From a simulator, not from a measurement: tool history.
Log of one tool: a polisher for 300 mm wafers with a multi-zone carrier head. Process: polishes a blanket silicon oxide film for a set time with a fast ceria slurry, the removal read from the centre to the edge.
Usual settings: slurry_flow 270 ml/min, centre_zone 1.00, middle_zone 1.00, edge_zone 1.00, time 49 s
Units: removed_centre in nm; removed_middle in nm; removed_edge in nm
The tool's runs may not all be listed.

run	day	slurry_flow	centre_zone	middle_zone	edge_zone	time	wafers since the last listed run	wafers polished on this pad	hours since the slurry nozzle was cleaned	hours since the centre zone pressure was calibrated	hours since the edge zone pressure was calibrated	hours since the carrier head's membrane was replaced	incoming thickness of the incoming film, nm	removed_centre	removed_middle	removed_edge
1	0.000	270	1.00	1.00	1.00	49	0	242	231.4	138.8	561.4	11.1	1762.9	652.3	668.2	677.5
2	0.958	270	1.08	1.00	0.88	49	207	449	254.4	161.8	584.4	34.1	1737.2	708.3	655.0	624.9
3	1.725	270	0.93	1.00	0.95	33	165	615	272.8	180.2	602.8	52.5	1761.9	409.4	449.0	435.4
4	2.992	270	1.00	0.90	1.00	49	273	888	303.2	210.6	633.2	82.9	1703.0	644.7	616.0	668.9
5	3.796	270	1.00	0.90	1.00	49	173	1062	322.5	229.9	652.5	102.2	1745.7	657.9	612.5	659.3
6	4.829	190	1.00	1.00	1.00	49	223	1286	347.3	254.7	677.3	127.0	1725.7	609.2	630.9	636.7
7	6.200	270	1.00	1.00	1.00	49	296	1582	380.2	287.6	710.2	159.9	1748.3	651.2	655.0	669.6
# day 9.821: worn pad replaced by a new one
8	10.383	270	1.00	1.00	0.95	49	868	121	480.6	388.0	810.6	260.3	1722.3	655.6	676.9	638.8
# day 10.858: edge zone pressure recalibrated
9	10.975	270	1.00	1.00	1.00	44	109	231	494.8	402.2	2.8	274.5	1720.2	586.3	604.5	583.1
10	12.212	325	1.00	1.00	0.92	57	267	499	524.5	431.9	32.5	304.2	1711.9	772.1	791.8	747.9
11	12.825	270	1.00	1.00	1.00	49	132	631	539.2	446.6	47.2	318.9	1721.3	650.6	684.6	686.1
12	13.979	270	1.00	1.00	1.05	49	249	881	566.9	474.3	74.9	346.6	1757.6	669.4	663.7	676.0
13	15.383	270	1.04	1.00	1.00	49	303	1184	600.6	508.0	108.6	380.3	1716.6	685.0	665.9	660.4
14	16.242	270	1.00	1.00	1.00	49	185	1370	621.2	528.6	129.2	400.9	1757.7	657.4	665.3	681.9
15	17.317	325	1.11	1.00	1.00	49	232	1602	647.0	554.4	155.0	426.7	1722.0	730.9	690.7	686.9
16	19.875	180	1.00	0.96	0.92	49	553	2155	708.4	615.8	216.4	488.1	1761.6	610.9	605.2	602.6
17	20.379	270	1.00	1.00	1.00	49	108	2264	720.5	627.9	228.5	500.2	1741.8	652.2	656.9	679.0
18	21.483	270	1.00	1.04	1.00	49	238	2503	747.0	654.4	255.0	526.7	1764.3	659.7	675.8	659.0
# day 21.771: worn pad replaced by a new one
19	22.633	320	1.00	0.92	0.94	49	212	186	774.6	682.0	282.6	554.3	1757.6	670.5	634.1	669.2
# day 22.917: slurry nozzle cleaned
20	23.767	200	1.00	1.06	0.90	49	236	422	20.4	709.2	309.8	581.5	1775.3	622.2	674.1	617.9
21	24.375	270	1.00	1.00	1.00	49	131	554	35.0	723.8	324.4	596.1	1765.1	653.2	654.8	664.8
22	25.829	345	1.00	1.00	1.00	49	314	868	69.9	758.7	359.3	631.0	1711.5	677.8	685.7	702.0
23	27.188	210	1.11	1.00	1.00	60	293	1162	102.5	791.3	391.9	663.6	1722.8	855.9	803.7	792.1

Forecast each of these 3 alternatives for the next run:
A	27.204	270	1.09	1.00	1.00	49	3	1165	102.9	791.7	392.3	664.0	1732.0	?	?	?
B	27.204	270	1.00	1.00	1.00	58	3	1165	102.9	791.7	392.3	664.0	1732.0	?	?	?
C	27.204	270	1.12	1.04	1.00	49	3	1165	102.9	791.7	392.3	664.0	1732.0	?	?	?

run	removed_centre	removed_middle	removed_edge
A	699.8	670.4	686.2
B	759.5	793.9	812.2
C	719.4	692.9	685.8
Without the tool's hidden state the same runs would have given:
run	removed_centre	removed_middle	removed_edge
A	699.8	670.4	686.2
B	759.5	793.9	812.2
C	719.4	692.9	685.8
